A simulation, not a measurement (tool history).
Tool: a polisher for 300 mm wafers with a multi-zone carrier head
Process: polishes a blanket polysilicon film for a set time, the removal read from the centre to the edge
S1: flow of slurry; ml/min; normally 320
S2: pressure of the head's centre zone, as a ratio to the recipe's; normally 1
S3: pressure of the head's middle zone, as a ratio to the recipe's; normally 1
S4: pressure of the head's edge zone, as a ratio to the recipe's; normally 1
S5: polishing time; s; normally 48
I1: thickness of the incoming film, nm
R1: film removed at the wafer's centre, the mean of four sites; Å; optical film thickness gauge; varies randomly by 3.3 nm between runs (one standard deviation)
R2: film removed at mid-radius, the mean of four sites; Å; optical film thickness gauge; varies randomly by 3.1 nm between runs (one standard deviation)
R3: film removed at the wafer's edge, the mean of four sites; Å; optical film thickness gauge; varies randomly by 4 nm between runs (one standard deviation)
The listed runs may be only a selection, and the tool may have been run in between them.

run   hour   S1    S2    S3    S4  S5      I1    R1    R2    R3
  1      0  240     1     1     1  48  1952.7  2933  2788  2879
  2   34.6  240     1     1     1  48  1972.5  2844  2806  2817
  3   88.7  240     1     1     1  48  1947.2  2870  2765  2859
     132.5  -- worn pad replaced by a new one
  4    133  320     1     1     1  48  1987.9  3009  2830  2835
  5  164.8  320     1     1     1  48  1978.7  2955  2866  2923
  6    208  320     1     1     1  48  1962.2  2976  2809  2938
  7  277.7  270     1     1     1  48  1960.5  2839  2902  2903
       285  -- edge zone pressure recalibrated
     307.3  -- worn pad replaced by a new one
  8  307.8  270     1     1     1  48  1961.8  2924  2866  2840
     322.9  -- slurry nozzle cleaned
  9  356.2  270     1     1     1  48  1928.8  2901  2756  2835
     391.9  -- centre zone pressure recalibrated
 10  394.7  320     1     1     1  48  1969.6  3132  2876  2877
 11  433.9  320     1     1     1  48  1958.4  3048  2866  2910
     471.4  -- carrier head's membrane replaced by a new one
 12  481.8  395     1  0.97     1  48  1952.7  3218  2817  2961
     496.4  -- centre zone pressure recalibrated, repeated, since the last time left the tool worse
     497.5  -- worn pad replaced by a new one
 13    510  415     1     1  1.04  41  1992.9  2465  2515  2516
 14  634.3  410  1.04   0.9     1  58  1968.4  3662  3203  3679
 15  661.9  320  1.05  0.97  0.96  38  1943.5  2396  2204  2329
     687.6  -- worn pad replaced by a new one
 16  720.1  320     1     1     1  62    1939  3747  3672  3686
     763.2  -- slurry nozzle cleaned
 17  779.6  320  0.92  1.05  1.08  48    1950  2761  2989  3082
 18  829.7  320     1     1  1.11  41  1974.4  2472  2445  2572
     833.7  -- worn pad replaced by a new one
 19  855.3  320  1.03  1.09  1.04  58  1984.6  3703  3713  3511

5 options for the next run, each taken on its own from the tool as it stands now. Forecast them:
  A  855.7  320  0.92     1   1  48  1952.5   ?   ?   ?
  B  855.7  320     1     1   1  36  1952.5   ?   ?   ?
  C  855.7  320     1  0.94   1  48  1952.5   ?   ?   ?
  D  855.7  320  0.92  1.07   1  48  1952.5   ?   ?   ?
  E  855.7  220     1  0.93   1  64  1952.5   ?   ?   ?

run    R1    R2    R3
  A  2749  2887  2966
  B  2199  2165  2225
  C  2931  2740  2969
  D  2750  3058  2964
  E  3769  3505  3862
With the hidden condition removed and each run's random variation left untouched, the same runs would have given:
run    R1    R2    R3
  A  2644  2888  2966
  B  2116  2165  2225
  C  2820  2741  2969
  D  2645  3059  2964
  E  3626  3506  3862

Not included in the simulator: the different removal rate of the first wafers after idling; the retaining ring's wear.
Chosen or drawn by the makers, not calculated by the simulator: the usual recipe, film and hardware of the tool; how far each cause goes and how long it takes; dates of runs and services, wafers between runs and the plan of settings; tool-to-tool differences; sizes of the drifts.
